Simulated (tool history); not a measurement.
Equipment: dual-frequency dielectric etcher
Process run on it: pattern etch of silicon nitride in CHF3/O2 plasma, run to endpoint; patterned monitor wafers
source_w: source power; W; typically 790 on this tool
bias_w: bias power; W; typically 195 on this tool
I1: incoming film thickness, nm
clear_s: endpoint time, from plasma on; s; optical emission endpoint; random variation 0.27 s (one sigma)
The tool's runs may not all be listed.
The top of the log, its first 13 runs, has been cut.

Run 14, day 24.971: usual settings but source_w 660 W; I1 75.1. Result: clear_s 45.7 s.
At day 26.288: wet clean of the chamber.
Run 15, day 26.667: usual settings but bias_w 227 W; I1 74.8. Result: clear_s 40.7 s.
Run 16, day 27.888: usual settings but source_w 730 W, bias_w 214 W; I1 74.3. Result: clear_s 43.1 s.
Run 17, day 29.712: usual settings but source_w 730 W, bias_w 214 W; I1 74. Result: clear_s 42.5 s.
Run 18, day 32.046: usual settings but source_w 630 W, bias_w 217 W; I1 75.4. Result: clear_s 46.8 s.
At day 36.392: source power generator calibrated.
At day 36.625: bias power generator calibrated.
Run 19, day 38.121: usual settings; I1 74.7. Result: clear_s 42 s.
Run 20, day 40.658: usual settings; I1 75.9. Result: clear_s 42.2 s.
Run 21, day 43.067: usual settings but source_w 650 W, bias_w 149 W; I1 75.2. Result: clear_s 51 s.
Run 22, day 44.979: usual settings but source_w 650 W, bias_w 159 W; I1 74.5. Result: clear_s 49.5 s.
Run 23, day 47.788: usual settings but bias_w 180 W; I1 75.1. Result: clear_s 42.9 s.
Run 24, day 48.992: usual settings but source_w 870 W, bias_w 219 W; I1 74.3. Result: clear_s 36.8 s.
At day 50.762: wet clean of the chamber.
Run 25, day 51.738: usual settings but source_w 870 W, bias_w 212 W; I1 75.2. Result: clear_s 40.3 s.
Run 26, day 54.425: usual settings but source_w 620 W, bias_w 215 W; I1 74.5. Result: clear_s 48.2 s.
At day 55.979: upper electrode replaced.
Run 27, day 56: usual settings but bias_w 221 W; I1 74.9. Result: clear_s 41.6 s.
Run 28, day 58.112: usual settings but source_w 620 W, bias_w 182 W; I1 74.6. Result: clear_s 50.7 s.
Run 29, day 59.925: usual settings; I1 74.7. Result: clear_s 42.8 s.
Run 30, day 62.096: usual settings but source_w 740 W, bias_w 228 W; I1 75.5. Result: clear_s 42.6 s.
Run 31, day 64.838: usual settings but source_w 660 W, bias_w 224 W; I1 75.1. Result: clear_s 44.7 s.
Run 32, day 66.754: usual settings but bias_w 178 W; I1 75.3. Result: clear_s 44.4 s.
Run 33, day 67.754: usual settings; I1 74.8. Result: clear_s 42.1 s.
Run 34, day 70.496: usual settings; I1 74.4. Result: clear_s 42.1 s.
Run 35, day 72.112: usual settings; I1 75.3. Result: clear_s 42.4 s.

Alternative continuations, all from the tool just after run 35; predict every row:
Run A, day 72.129: usual settings but source_w 880 W; I1 74.7. Result: clear_s ?.
Run B, day 72.129: usual settings but source_w 660 W, bias_w 165 W; I1 74.7. Result: clear_s ?.
Run C, day 72.129: usual settings but source_w 960 W, bias_w 212 W; I1 74.7. Result: clear_s ?.
Run D, day 72.129: usual settings but source_w 740 W, bias_w 174 W; I1 74.7. Result: clear_s ?.

run  clear_s
  A     39.1
  B     48.6
  C     36.3
  D     44.7
What these runs would have given with no unlogged condition in the tool:
run  clear_s
  A     40.4
  B     50.2
  C     37.5
  D     46.1

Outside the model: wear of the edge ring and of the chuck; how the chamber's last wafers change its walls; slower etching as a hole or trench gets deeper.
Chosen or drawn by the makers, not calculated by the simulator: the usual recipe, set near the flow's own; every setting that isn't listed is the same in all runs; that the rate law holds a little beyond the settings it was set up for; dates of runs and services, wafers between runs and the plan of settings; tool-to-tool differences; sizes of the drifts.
